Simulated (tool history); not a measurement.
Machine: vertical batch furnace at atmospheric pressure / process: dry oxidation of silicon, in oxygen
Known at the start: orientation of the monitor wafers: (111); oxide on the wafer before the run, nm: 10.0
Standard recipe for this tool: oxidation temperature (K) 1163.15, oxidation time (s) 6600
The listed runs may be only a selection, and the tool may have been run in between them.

run,hour,oxidation temperature (K),oxidation time (s),"read-back reference wafer on the same gauge, thickness",oxide thickness on the monitor wafer (nm)
1,0.0,1163.15,6600,46.80,42.92
2,38.3,1163.15,8940,46.79,51.60
3,67.1,1163.15,8940,46.81,51.68
4,112.3,1163.15,6600,46.82,42.53
5,138.4,1163.15,6600,46.83,42.72
6,175.5,1163.15,6600,46.80,42.57
7,306.1,1163.15,6600,46.81,42.68
8,347.5,1163.15,6600,46.81,42.98
9,373.7,1153.15,6600,46.78,39.31
10,423.5,1151.15,8280,46.82,43.98
11,494.5,1151.15,8280,46.81,45.00
12,562.3,1151.15,8280,46.84,45.26
13,592.6,1163.15,6600,46.78,44.14
14,647.4,1163.15,6600,46.81,43.86
15,713.8,1163.15,6600,46.77,43.96
16,743.6,1163.15,6600,46.79,43.78
17,798.7,1142.15,8220,46.80,41.44
18,842.3,1174.15,3600,46.78,31.91
19,870.1,1188.15,6600,46.79,52.05
20,941.4,1188.15,6600,46.83,52.07
21,993.5,1163.15,6600,46.81,41.37
22,1050.5,1142.15,6600,46.80,34.37
23,1105.2,1151.15,8280,46.83,42.87
24,1162.6,1188.15,9600,46.79,66.33
25,1207.4,1163.15,6600,46.77,41.74
26,1237.3,1147.15,5520,46.80,32.51
27,1269.9,1163.15,6600,46.78,41.89
28,1339.8,1153.15,6600,46.81,38.20
29,1389.9,1144.15,4440,46.80,28.09
30,1418.8,1139.15,9780,46.79,42.42
31,1456.1,1163.15,8160,46.79,47.50
32,1488.1,1177.15,8940,46.79,57.30
33,1558.9,1163.15,6600,46.79,41.82

Between the runs listed above, the log contained 4 entries, not reproduced here. Where in the sequence does each belong, and how does what the log doesn't record of the tool's condition differ from the listed run before to the listed run after?
In the gap between runs 10 and 11: thermocouples replaced and temperature profile calibrated (hour 493.7)
  true tube temperature minus thermocouple reading, K: 3.66 -> 6.25
  the result without the hidden state subtracted from the measured one, oxide thickness on the monitor wafer (nm): +1.46 -> +2.52
In the gap between runs 16 and 17: boat lift adjusted (hour 780.2)
  true tube temperature minus thermocouple reading, K: 6.43 -> 6.47
  the result without the hidden state subtracted from the measured one, oxide thickness on the monitor wafer (nm): +2.46 -> +2.39
In the gap between runs 17 and 18: thermocouples replaced and temperature profile calibrated, repeated, since the last time left the tool worse (hour 841.8)
  true tube temperature minus thermocouple reading, K: 6.47 -> 0.129
  the result without the hidden state subtracted from the measured one, oxide thickness on the monitor wafer (nm): +2.39 -> +0.04
In the gap between runs 21 and 22: gauge calibrated (hour 1023.8)
  true tube temperature minus thermocouple reading, K: 0.239 -> 0.281
  the result without the hidden state subtracted from the measured one, oxide thickness on the monitor wafer (nm): +0.09 -> +0.08

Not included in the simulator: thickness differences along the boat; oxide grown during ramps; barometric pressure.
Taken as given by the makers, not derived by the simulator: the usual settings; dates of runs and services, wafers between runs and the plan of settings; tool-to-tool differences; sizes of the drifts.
